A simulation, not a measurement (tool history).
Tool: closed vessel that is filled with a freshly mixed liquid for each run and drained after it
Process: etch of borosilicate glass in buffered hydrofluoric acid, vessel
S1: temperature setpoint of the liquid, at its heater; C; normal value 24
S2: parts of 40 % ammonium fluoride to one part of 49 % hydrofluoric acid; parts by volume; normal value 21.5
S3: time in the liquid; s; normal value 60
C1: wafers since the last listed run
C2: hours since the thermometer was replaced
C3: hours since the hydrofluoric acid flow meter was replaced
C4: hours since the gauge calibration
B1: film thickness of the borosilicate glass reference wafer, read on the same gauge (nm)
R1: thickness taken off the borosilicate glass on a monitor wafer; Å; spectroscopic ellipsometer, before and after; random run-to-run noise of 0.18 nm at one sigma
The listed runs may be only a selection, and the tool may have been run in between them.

run    hour    S1    S2  S3     C1      C2      C3     C4     B1     R1
  1       0    24    23  60      0   852.4   552.2  369.4   70.5  326.7
  2    45.4    24    23  60   5789   897.8   597.6  414.8  70.55  324.3
  3    76.8    24  21.5  60   4004   929.2     629  446.2  70.57  341.7
  4   122.4    22  21.5  60   5815   974.8   674.6  491.8  70.68  302.6
  5   151.9    22  21.5  60   3762  1004.3   704.1  521.3  70.75  307.3
  6   202.7    24  21.5  60   6478  1055.1   754.9  572.1  70.81  343.4
  7     237    24  21.5  60   4374  1089.4   789.2  606.4  70.85  343.5
  8   285.1    24  21.5  60   6134  1137.5   837.3  654.5  70.91  339.4
  9   329.2    24  16.5  60   5624  1181.6   881.4  698.6  70.95  436.5
 10     428    24  16.5  60  12599  1280.4   980.2  797.4  71.09  436.7
 11   475.4    24  16.5  60   6044  1327.8  1027.6  844.8   71.2  435.4
 12     500    24  21.5  60   3137  1352.4  1052.2  869.4  71.21  342.3
 13   564.7    28  21.5  40   8251  1417.1  1116.9  934.1  71.37  283.4
      602.1  -- gauge calibrated
 14   612.9  27.5  21.5  60   6146  1465.3  1165.1   10.8  69.92  404.6
 15     644    24  21.5  60   3966  1496.4  1196.2   41.9  69.98  337.6
        660  -- hydrofluoric acid flow meter replaced
        682  -- thermometer replaced
 16   710.1    28  14.5  60   8174    28.1    50.1    108   70.1  607.4
 17     769    22  21.5  85   7511      87     109  166.9  70.19  428.6
 18   814.9    24  21.5  60   5853   132.9   154.9  212.8  70.25  335.8
 19   843.8    24  14.5  60   3685   161.8   183.8  241.7  70.27  494.4
 20   912.8  26.5    27  30   8799   230.8   252.8  310.7  70.39  167.4
 21   954.9    24  21.5  60   5369   272.9   294.9  352.8  70.47  337.2
 22   991.1    24  21.5  60   4616   309.1   331.1    389  70.49  339.2
 23  1038.7    20  21.5  60   6070   356.7   378.7  436.6  70.58  274.6
 24  1105.5    22  21.5  30   8519   423.5   445.5  503.4  70.69  153.4
 25  1138.8  21.5  21.5  70   4246   456.8   478.8  536.7  70.69  346.9

Below are 4 alternative next runs, each starting from the tool's condition after run 25. Predict each:
  A  1139.5    27  21.5  60  89  457.5  479.5  537.4   ?   ?
  B  1139.5  28.5  16.5  40  89  457.5  479.5  537.4   ?   ?
  C  1139.5    24    28  60  89  457.5  479.5  537.4   ?   ?
  D  1139.5  20.5  21.5  60  89  457.5  479.5  537.4   ?   ?

run     B1     R1
  A  70.69  399.8
  B  70.69  366.7
  C  70.69  283.6
  D  70.69  281.5
Take away the tool's hidden state, keep each run's random variation, and the runs would have read:
run     R1
  A  395.7
  B    363
  C  280.8
  D  278.6
